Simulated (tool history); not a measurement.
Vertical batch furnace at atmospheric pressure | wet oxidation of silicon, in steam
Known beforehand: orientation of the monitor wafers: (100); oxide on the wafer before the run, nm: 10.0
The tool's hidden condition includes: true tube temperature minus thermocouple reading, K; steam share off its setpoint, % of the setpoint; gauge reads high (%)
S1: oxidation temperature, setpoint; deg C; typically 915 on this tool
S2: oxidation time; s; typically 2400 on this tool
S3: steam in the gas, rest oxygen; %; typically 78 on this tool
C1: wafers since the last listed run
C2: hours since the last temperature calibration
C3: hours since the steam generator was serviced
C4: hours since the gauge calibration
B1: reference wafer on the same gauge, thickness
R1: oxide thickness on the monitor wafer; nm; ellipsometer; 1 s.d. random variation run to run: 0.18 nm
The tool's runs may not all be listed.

run 1 hour=0.0 | S1=915 S2=2400 S3=78 | C1=0 C2=3528.6 C3=3343.8 C4=49.4 | B1=98.90 | R1=121.92
run 2 hour=7.2 | S1=915 S2=2400 S3=78 | C1=144 C2=3535.8 C3=3351.0 C4=56.6 | B1=98.91 | R1=121.87
run 3 hour=18.3 | S1=915 S2=2400 S3=78 | C1=223 C2=3546.9 C3=3362.1 C4=67.7 | B1=98.77 | R1=121.53
run 4 hour=35.8 | S1=915 S2=2400 S3=78 | C1=352 C2=3564.4 C3=3379.6 C4=85.2 | B1=98.73 | R1=121.85
run 5 hour=44.4 | S1=915 S2=2400 S3=78 | C1=173 C2=3573.0 C3=3388.2 C4=93.8 | B1=98.70 | R1=121.69
run 6 hour=51.4 | S1=915 S2=2400 S3=78 | C1=140 C2=3580.0 C3=3395.2 C4=100.8 | B1=98.67 | R1=121.50
run 7 hour=65.0 | S1=915 S2=2400 S3=78 | C1=273 C2=3593.6 C3=3408.8 C4=114.4 | B1=98.59 | R1=121.58
run 8 hour=73.0 | S1=915 S2=1980 S3=78 | C1=160 C2=3601.6 C3=3416.8 C4=122.4 | B1=98.58 | R1=103.39
run 9 hour=90.0 | S1=915 S2=1980 S3=78 | C1=342 C2=3618.6 C3=3433.8 C4=139.4 | B1=98.38 | R1=103.39
-- hour=91.6 gauge calibrated
run 10 hour=99.8 | S1=915 S2=1980 S3=78 | C1=197 C2=3628.4 C3=3443.6 C4=8.2 | B1=98.94 | R1=103.88
run 11 hour=109.5 | S1=901 S2=3150 S3=67 | C1=195 C2=3638.1 C3=3453.3 C4=17.9 | B1=98.96 | R1=113.42
run 12 hour=116.9 | S1=936 S2=2400 S3=78 | C1=148 C2=3645.5 C3=3460.7 C4=25.3 | B1=98.95 | R1=153.13
-- hour=144.8 thermocouples replaced and temperature profile calibrated
-- hour=154.3 steam generator serviced
run 13 hour=154.8 | S1=890 S2=2400 S3=74 | C1=89 C2=10.0 C3=0.5 C4=63.2 | B1=98.83 | R1=84.20
run 14 hour=159.1 | S1=915 S2=2400 S3=78 | C1=86 C2=14.3 C3=4.8 C4=67.5 | B1=98.86 | R1=121.94
run 15 hour=163.4 | S1=928 S2=1650 S3=71 | C1=86 C2=18.6 C3=9.1 C4=71.8 | B1=98.77 | R1=95.48
run 16 hour=168.6 | S1=915 S2=1410 S3=82 | C1=104 C2=23.8 C3=14.3 C4=77.0 | B1=98.78 | R1=81.72
run 17 hour=177.3 | S1=938 S2=2400 S3=74 | C1=175 C2=32.5 C3=23.0 C4=85.7 | B1=98.75 | R1=149.94
run 18 hour=186.8 | S1=915 S2=2400 S3=78 | C1=191 C2=42.0 C3=32.5 C4=95.2 | B1=98.65 | R1=121.54
run 19 hour=198.2 | S1=906 S2=1950 S3=85 | C1=229 C2=53.4 C3=43.9 C4=106.6 | B1=98.60 | R1=98.37
run 20 hour=207.5 | S1=915 S2=2400 S3=78 | C1=187 C2=62.7 C3=53.2 C4=115.9 | B1=98.60 | R1=121.45

Alternative continuations, all from the tool just after run 20; predict every row:
run A hour=211.9 | S1=915 S2=2400 S3=78 | C1=88 C2=67.1 C3=57.6 C4=120.3 | B1=? | R1=?
run B hour=211.9 | S1=923 S2=2400 S3=87 | C1=88 C2=67.1 C3=57.6 C4=120.3 | B1=? | R1=?
run C hour=211.9 | S1=891 S2=1830 S3=71 | C1=88 C2=67.1 C3=57.6 C4=120.3 | B1=? | R1=?
run D hour=211.9 | S1=915 S2=3540 S3=87 | C1=88 C2=67.1 C3=57.6 C4=120.3 | B1=? | R1=?
run E hour=211.9 | S1=915 S2=3480 S3=73 | C1=88 C2=67.1 C3=57.6 C4=120.3 | B1=? | R1=?

run=A B1=98.55 R1=121.50
run=B B1=98.55 R1=145.55
run=C B1=98.55 R1=65.77
run=D B1=98.55 R1=183.87
run=E B1=98.55 R1=156.73
Without the tool's unlogged condition, the same runs would have read:
run=A R1=122.06
run=B R1=146.22
run=C R1=66.08
run=D R1=184.72
run=E R1=157.45
